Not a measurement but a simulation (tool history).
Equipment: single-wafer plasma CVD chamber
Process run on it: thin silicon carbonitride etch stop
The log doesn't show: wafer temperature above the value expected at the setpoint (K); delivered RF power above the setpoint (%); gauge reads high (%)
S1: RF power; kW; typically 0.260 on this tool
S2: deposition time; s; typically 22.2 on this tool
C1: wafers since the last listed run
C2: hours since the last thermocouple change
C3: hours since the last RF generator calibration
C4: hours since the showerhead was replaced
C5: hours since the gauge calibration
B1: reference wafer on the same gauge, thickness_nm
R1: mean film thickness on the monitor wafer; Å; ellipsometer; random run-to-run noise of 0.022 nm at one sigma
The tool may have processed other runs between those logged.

| run | hour | S1 | S2 | C1 | C2 | C3 | C4 | C5 | B1 | R1 |
|---|---|---|---|---|---|---|---|---|---|---|
| 1 | 0.0 | 0.260 | 22.2 | 0 | 902.3 | 1933.3 | 6402.4 | 552.5 | 14.502 | 141.13 |
| 2 | 34.9 | 0.260 | 22.2 | 526 | 937.2 | 1968.2 | 6437.3 | 587.4 | 14.504 | 141.03 |
| 3 | 52.5 | 0.260 | 22.2 | 265 | 954.8 | 1985.8 | 6454.9 | 605.0 | 14.494 | 141.02 |
| 4 | 86.0 | 0.260 | 22.2 | 505 | 988.3 | 2019.3 | 6488.4 | 638.5 | 14.501 | 141.49 |
| 5 | 112.0 | 0.260 | 22.2 | 392 | 1014.3 | 2045.3 | 6514.4 | 664.5 | 14.496 | 140.89 |
| 6 | 162.9 | 0.260 | 22.2 | 767 | 1065.2 | 2096.2 | 6565.3 | 715.4 | 14.500 | 140.81 |
| 7 | 177.9 | 0.295 | 24.2 | 226 | 1080.2 | 2111.2 | 6580.3 | 730.4 | 14.503 | 158.75 |
| 8 | 209.9 | 0.260 | 22.2 | 482 | 1112.2 | 2143.2 | 6612.3 | 762.4 | 14.496 | 140.89 |
| 9 | 238.3 | 0.260 | 22.2 | 428 | 1140.6 | 2171.6 | 6640.7 | 790.8 | 14.504 | 140.77 |
| 10 | 272.6 | 0.260 | 22.2 | 517 | 1174.9 | 2205.9 | 6675.0 | 825.1 | 14.498 | 140.44 |
|  | 281.0 | gauge calibrated |
| 11 | 293.8 | 0.260 | 22.2 | 319 | 1196.1 | 2227.1 | 6696.2 | 12.8 | 14.500 | 140.60 |
| 12 | 307.4 | 0.260 | 22.2 | 205 | 1209.7 | 2240.7 | 6709.8 | 26.4 | 14.501 | 140.22 |
| 13 | 336.3 | 0.260 | 24.8 | 435 | 1238.6 | 2269.6 | 6738.7 | 55.3 | 14.503 | 157.07 |
| 14 | 369.6 | 0.260 | 22.2 | 502 | 1271.9 | 2302.9 | 6772.0 | 88.6 | 14.500 | 140.12 |
|  | 393.8 | RF generator calibrated |
| 15 | 394.3 | 0.275 | 18.2 | 251 | 1296.6 | 0.5 | 6796.7 | 113.3 | 14.493 | 119.14 |
| 16 | 410.4 | 0.230 | 20.5 | 242 | 1312.7 | 16.6 | 6812.8 | 129.4 | 14.491 | 128.33 |
| 17 | 426.7 | 0.240 | 25.1 | 245 | 1329.0 | 32.9 | 6829.1 | 145.7 | 14.494 | 158.69 |
| 18 | 450.2 | 0.260 | 22.2 | 354 | 1352.5 | 56.4 | 6852.6 | 169.2 | 14.503 | 143.48 |
|  | 497.9 | showerhead replaced |
|  | 518.4 | thermocouple changed; heater temperature recalibrated |
| 19 | 518.9 | 0.260 | 19.7 | 794 | 0.5 | 125.1 | 21.0 | 237.9 | 14.497 | 127.30 |
| 20 | 535.4 | 0.260 | 22.2 | 248 | 17.0 | 141.6 | 37.5 | 254.4 | 14.501 | 143.39 |
| 21 | 633.8 | 0.240 | 24.4 | 1484 | 115.4 | 240.0 | 135.9 | 352.8 | 14.497 | 154.41 |
| 22 | 657.0 | 0.220 | 19.4 | 349 | 138.6 | 263.2 | 159.1 | 376.0 | 14.499 | 119.51 |
| 23 | 673.7 | 0.260 | 22.2 | 251 | 155.3 | 279.9 | 175.8 | 392.7 | 14.499 | 143.40 |
| 24 | 686.2 | 0.280 | 25.3 | 188 | 167.8 | 292.4 | 188.3 | 405.2 | 14.500 | 166.69 |
| 25 | 701.9 | 0.220 | 23.4 | 236 | 183.5 | 308.1 | 204.0 | 420.9 | 14.498 | 144.19 |

The same runs without the tool's hidden state, with the same run-to-run variation:
| run | R1 |
|---|---|
| 1 | 143.60 |
| 2 | 143.58 |
| 3 | 143.62 |
| 4 | 144.17 |
| 5 | 143.63 |
| 6 | 143.68 |
| 7 | 162.03 |
| 8 | 143.89 |
| 9 | 143.83 |
| 10 | 143.59 |
| 11 | 143.82 |
| 12 | 143.46 |
| 13 | 160.79 |
| 14 | 143.54 |
| 15 | 119.51 |
| 16 | 128.74 |
| 17 | 159.19 |
| 18 | 143.94 |
| 19 | 127.71 |
| 20 | 143.86 |
| 21 | 154.93 |
| 22 | 119.92 |
| 23 | 143.90 |
| 24 | 167.27 |
| 25 | 144.70 |

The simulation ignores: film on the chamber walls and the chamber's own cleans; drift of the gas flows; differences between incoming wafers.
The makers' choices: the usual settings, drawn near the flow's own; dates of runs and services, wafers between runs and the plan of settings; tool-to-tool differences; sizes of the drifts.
